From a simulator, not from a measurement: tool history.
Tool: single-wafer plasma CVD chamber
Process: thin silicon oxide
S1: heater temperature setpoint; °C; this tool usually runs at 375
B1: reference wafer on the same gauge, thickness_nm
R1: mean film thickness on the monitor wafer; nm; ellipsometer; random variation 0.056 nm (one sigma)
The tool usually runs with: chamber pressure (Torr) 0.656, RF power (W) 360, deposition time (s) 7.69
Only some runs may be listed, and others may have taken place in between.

run 1 day=0 | S1=375 chamber_pressure_(Torr)=0.732 RF_power_(W)=360 deposition_time_(s)=7.69 | B1=13.282 | R1=14.181
run 2 day=1.846 | S1=375 chamber_pressure_(Torr)=0.732 RF_power_(W)=360 deposition_time_(s)=7.69 | B1=13.324 | R1=14.236
run 3 day=5.104 | S1=375 chamber_pressure_(Torr)=0.732 RF_power_(W)=360 deposition_time_(s)=7.69 | B1=13.328 | R1=14.08
run 4 day=8.358 | S1=375 chamber_pressure_(Torr)=0.656 RF_power_(W)=360 deposition_time_(s)=6.89 | B1=13.327 | R1=11.467
run 5 day=10.538 | S1=375 chamber_pressure_(Torr)=0.656 RF_power_(W)=360 deposition_time_(s)=6.89 | B1=13.299 | R1=11.493
run 6 day=14.733 | S1=375 chamber_pressure_(Torr)=0.656 RF_power_(W)=360 deposition_time_(s)=6.89 | B1=13.305 | R1=11.349
run 7 day=16.675 | S1=375 chamber_pressure_(Torr)=0.656 RF_power_(W)=360 deposition_time_(s)=7.69 | B1=13.288 | R1=12.657
-- day=20.775 gauge calibrated
-- day=26.529 capacitance manometer re-zeroed and calibrated
run 8 day=29.354 | S1=375 chamber_pressure_(Torr)=0.656 RF_power_(W)=360 deposition_time_(s)=7.69 | B1=13.272 | R1=13.114
run 9 day=31.696 | S1=375 chamber_pressure_(Torr)=0.656 RF_power_(W)=360 deposition_time_(s)=7.69 | B1=13.28 | R1=13.045
run 10 day=35.312 | S1=375 chamber_pressure_(Torr)=0.656 RF_power_(W)=360 deposition_time_(s)=7.69 | B1=13.282 | R1=12.93
run 11 day=39.121 | S1=375 chamber_pressure_(Torr)=0.656 RF_power_(W)=360 deposition_time_(s)=7.69 | B1=13.281 | R1=12.971
run 12 day=41.183 | S1=375 chamber_pressure_(Torr)=0.656 RF_power_(W)=360 deposition_time_(s)=8.17 | B1=13.297 | R1=13.704
run 13 day=45.638 | S1=375 chamber_pressure_(Torr)=0.656 RF_power_(W)=360 deposition_time_(s)=7.69 | B1=13.298 | R1=12.987
run 14 day=49.225 | S1=375 chamber_pressure_(Torr)=0.656 RF_power_(W)=360 deposition_time_(s)=7.69 | B1=13.3 | R1=12.957
-- day=51.225 thermocouple changed; heater temperature recalibrated
run 15 day=52.471 | S1=375 chamber_pressure_(Torr)=0.656 RF_power_(W)=360 deposition_time_(s)=7.69 | B1=13.306 | R1=12.888
run 16 day=54.183 | S1=375 chamber_pressure_(Torr)=0.656 RF_power_(W)=360 deposition_time_(s)=7.69 | B1=13.283 | R1=12.779
run 17 day=58.112 | S1=382 chamber_pressure_(Torr)=0.656 RF_power_(W)=295 deposition_time_(s)=8.8 | B1=13.302 | R1=13.742
run 18 day=61.712 | S1=375 chamber_pressure_(Torr)=0.732 RF_power_(W)=360 deposition_time_(s)=7.69 | B1=13.327 | R1=13.927
run 19 day=63.362 | S1=363 chamber_pressure_(Torr)=0.656 RF_power_(W)=395 deposition_time_(s)=7.69 | B1=13.295 | R1=13.148
-- day=64.246 showerhead replaced
-- day=65.471 RF generator calibrated
run 20 day=67.625 | S1=375 chamber_pressure_(Torr)=0.656 RF_power_(W)=360 deposition_time_(s)=6.81 | B1=13.317 | R1=11.14
run 21 day=69.258 | S1=364 chamber_pressure_(Torr)=0.656 RF_power_(W)=360 deposition_time_(s)=6.4 | B1=13.283 | R1=10.591
run 22 day=72.367 | S1=375 chamber_pressure_(Torr)=0.656 RF_power_(W)=360 deposition_time_(s)=6.76 | B1=13.303 | R1=11.057
run 23 day=74.821 | S1=375 chamber_pressure_(Torr)=0.656 RF_power_(W)=360 deposition_time_(s)=7.69 | B1=13.308 | R1=12.488
run 24 day=79.042 | S1=365 chamber_pressure_(Torr)=0.656 RF_power_(W)=360 deposition_time_(s)=8.15 | B1=13.336 | R1=13.179
run 25 day=82.85 | S1=375 chamber_pressure_(Torr)=0.592 RF_power_(W)=360 deposition_time_(s)=6.8 | B1=13.305 | R1=10.033
-- day=91.588 capacitance manometer re-zeroed and calibrated
run 26 day=92.975 | S1=375 chamber_pressure_(Torr)=0.656 RF_power_(W)=315 deposition_time_(s)=7.69 | B1=13.292 | R1=12.61
run 27 day=95.238 | S1=375 chamber_pressure_(Torr)=0.656 RF_power_(W)=360 deposition_time_(s)=7.69 | B1=13.297 | R1=12.976
run 28 day=98.167 | S1=375 chamber_pressure_(Torr)=0.656 RF_power_(W)=400 deposition_time_(s)=7.69 | B1=13.293 | R1=13.323
run 29 day=101.783 | S1=375 chamber_pressure_(Torr)=0.656 RF_power_(W)=360 deposition_time_(s)=7.69 | B1=13.294 | R1=12.972

Below are 3 alternative next runs, each starting from the tool's condition after run 29. Predict each:
run A day=101.8 | S1=375 chamber_pressure_(Torr)=0.656 RF_power_(W)=360 deposition_time_(s)=7.69 | B1=? | R1=?
run B day=101.8 | S1=365 chamber_pressure_(Torr)=0.552 RF_power_(W)=360 deposition_time_(s)=8.15 | B1=? | R1=?
run C day=101.8 | S1=369 chamber_pressure_(Torr)=0.656 RF_power_(W)=360 deposition_time_(s)=7.69 | B1=? | R1=?

run=A B1=13.293 R1=13.004
run=B B1=13.293 R1=11.987
run=C B1=13.293 R1=13.05
Without the tool's unlogged condition, the same runs would have read:
run=A R1=13.113
run=B R1=12.091
run=C R1=13.16
